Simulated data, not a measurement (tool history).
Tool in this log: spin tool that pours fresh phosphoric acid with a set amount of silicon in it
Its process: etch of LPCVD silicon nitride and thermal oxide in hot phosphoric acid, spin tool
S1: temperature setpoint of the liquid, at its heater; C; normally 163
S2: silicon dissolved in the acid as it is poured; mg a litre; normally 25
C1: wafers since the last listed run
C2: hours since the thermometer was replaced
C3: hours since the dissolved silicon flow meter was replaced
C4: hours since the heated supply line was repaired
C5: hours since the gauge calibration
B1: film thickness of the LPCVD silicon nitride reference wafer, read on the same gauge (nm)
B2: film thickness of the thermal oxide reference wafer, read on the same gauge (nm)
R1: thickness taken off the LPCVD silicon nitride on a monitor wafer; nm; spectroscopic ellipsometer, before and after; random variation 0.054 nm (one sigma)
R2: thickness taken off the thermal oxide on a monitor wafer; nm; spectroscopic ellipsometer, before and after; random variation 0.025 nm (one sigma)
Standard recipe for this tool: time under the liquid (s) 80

{"run": 1, "hour": 0.0, "S1": 162, "S2": 25, "time under the liquid (s)": 60, "C1": 0, "C2": 437.9, "C3": 1305.2, "C4": 1799.7, "C5": 216.9, "B1": 70.02, "B2": 150.012, "R1": 5.05, "R2": 0.088}
{"run": 2, "hour": 66.3, "S1": 163, "S2": 25, "time under the liquid (s)": 80, "C1": 491, "C2": 504.2, "C3": 1371.5, "C4": 1866, "C5": 283.2, "B1": 69.98, "B2": 150.005, "R1": 6.73, "R2": 0.12}
{"run": 3, "hour": 97.4, "S1": 163, "S2": 25, "time under the liquid (s)": 80, "C1": 230, "C2": 535.3, "C3": 1402.6, "C4": 1897.1, "C5": 314.3, "B1": 69.99, "B2": 150.004, "R1": 6.79, "R2": 0.108}
{"run": 4, "hour": 159.8, "S1": 162.5, "S2": 25, "time under the liquid (s)": 80, "C1": 462, "C2": 597.7, "C3": 1465, "C4": 1959.5, "C5": 376.7, "B1": 69.97, "B2": 150.005, "R1": 6.54, "R2": 0.092}
{"run": 5, "hour": 187.1, "S1": 162.5, "S2": 25, "time under the liquid (s)": 80, "C1": 202, "C2": 625, "C3": 1492.3, "C4": 1986.8, "C5": 404, "B1": 69.97, "B2": 150.009, "R1": 6.52, "R2": 0.116}
{"run": 6, "hour": 226.2, "S1": 163, "S2": 25, "time under the liquid (s)": 120, "C1": 290, "C2": 664.1, "C3": 1531.4, "C4": 2025.9, "C5": 443.1, "B1": 69.99, "B2": 149.997, "R1": 9.88, "R2": 0.162}
{"run": 7, "hour": 275.1, "S1": 163, "S2": 25, "time under the liquid (s)": 120, "C1": 362, "C2": 713, "C3": 1580.3, "C4": 2074.8, "C5": 492, "B1": 70, "B2": 150.007, "R1": 9.85, "R2": 0.132}
{"hour": 287.0, "done": "gauge calibrated"}
{"run": 8, "hour": 302.7, "S1": 163, "S2": 15, "time under the liquid (s)": 80, "C1": 204, "C2": 740.6, "C3": 1607.9, "C4": 2102.4, "C5": 15.7, "B1": 69.99, "B2": 149.999, "R1": 6.54, "R2": 0.105}
{"hour": 327.5, "done": "dissolved silicon flow meter replaced"}
{"hour": 332.4, "done": "thermometer replaced"}
{"run": 9, "hour": 347.4, "S1": 163, "S2": 25, "time under the liquid (s)": 80, "C1": 316, "C2": 15, "C3": 19.9, "C4": 2147.1, "C5": 60.4, "B1": 69.99, "B2": 150.004, "R1": 6.98, "R2": 0.113}
{"hour": 385.1, "done": "heated supply line repaired"}
{"run": 10, "hour": 392.5, "S1": 163, "S2": 25, "time under the liquid (s)": 80, "C1": 327, "C2": 60.1, "C3": 65, "C4": 7.4, "C5": 105.5, "B1": 69.98, "B2": 149.996, "R1": 8.05, "R2": 0.152}
{"run": 11, "hour": 429.9, "S1": 164.5, "S2": 7.5, "time under the liquid (s)": 100, "C1": 277, "C2": 97.5, "C3": 102.4, "C4": 44.8, "C5": 142.9, "B1": 69.98, "B2": 150.005, "R1": 10.43, "R2": 0.397}
{"run": 12, "hour": 457.0, "S1": 160.5, "S2": 34.5, "time under the liquid (s)": 100, "C1": 201, "C2": 124.6, "C3": 129.5, "C4": 71.9, "C5": 170, "B1": 70.02, "B2": 149.989, "R1": 9.12, "R2": 0.126}
{"run": 13, "hour": 490.3, "S1": 162, "S2": 18.5, "time under the liquid (s)": 80, "C1": 247, "C2": 157.9, "C3": 162.8, "C4": 105.2, "C5": 203.3, "B1": 70.05, "B2": 150.013, "R1": 7.68, "R2": 0.178}
{"run": 14, "hour": 532.3, "S1": 160.5, "S2": 25, "time under the liquid (s)": 50, "C1": 311, "C2": 199.9, "C3": 204.8, "C4": 147.2, "C5": 245.3, "B1": 69.98, "B2": 150.002, "R1": 4.53, "R2": 0.057}

Hidden state at the last listed run before each entry between runs and at the first one after, where it differs:
From run 7 to run 8: gauge calibrated (hour 287)
  liquid colder than its thermometer reads (K): 2.52 -> 2.62; temperature lost on the way to the wafer (K): 4.02 -> 4.07
  measured result minus the result with no hidden state, R1: -2.42 -> -1.66 nm; R2: -0.083 -> -0.068 nm
From run 8 to run 9: dissolved silicon flow meter replaced (hour 327.5); thermometer replaced (hour 332.4)
  liquid colder than its thermometer reads (K): 2.62 -> 0.209; temperature lost on the way to the wafer (K): 4.07 -> 4.16
  measured result minus the result with no hidden state, R1: -1.66 -> -1.1 nm; R2: -0.068 -> -0.043 nm
From run 9 to run 10: heated supply line repaired (hour 385.1)
  liquid colder than its thermometer reads (K): 0.209 -> 0.364; temperature lost on the way to the wafer (K): 4.16 -> 0.0185
  measured result minus the result with no hidden state, R1: -1.1 -> -0.11 nm; R2: -0.043 -> -0.004 nm
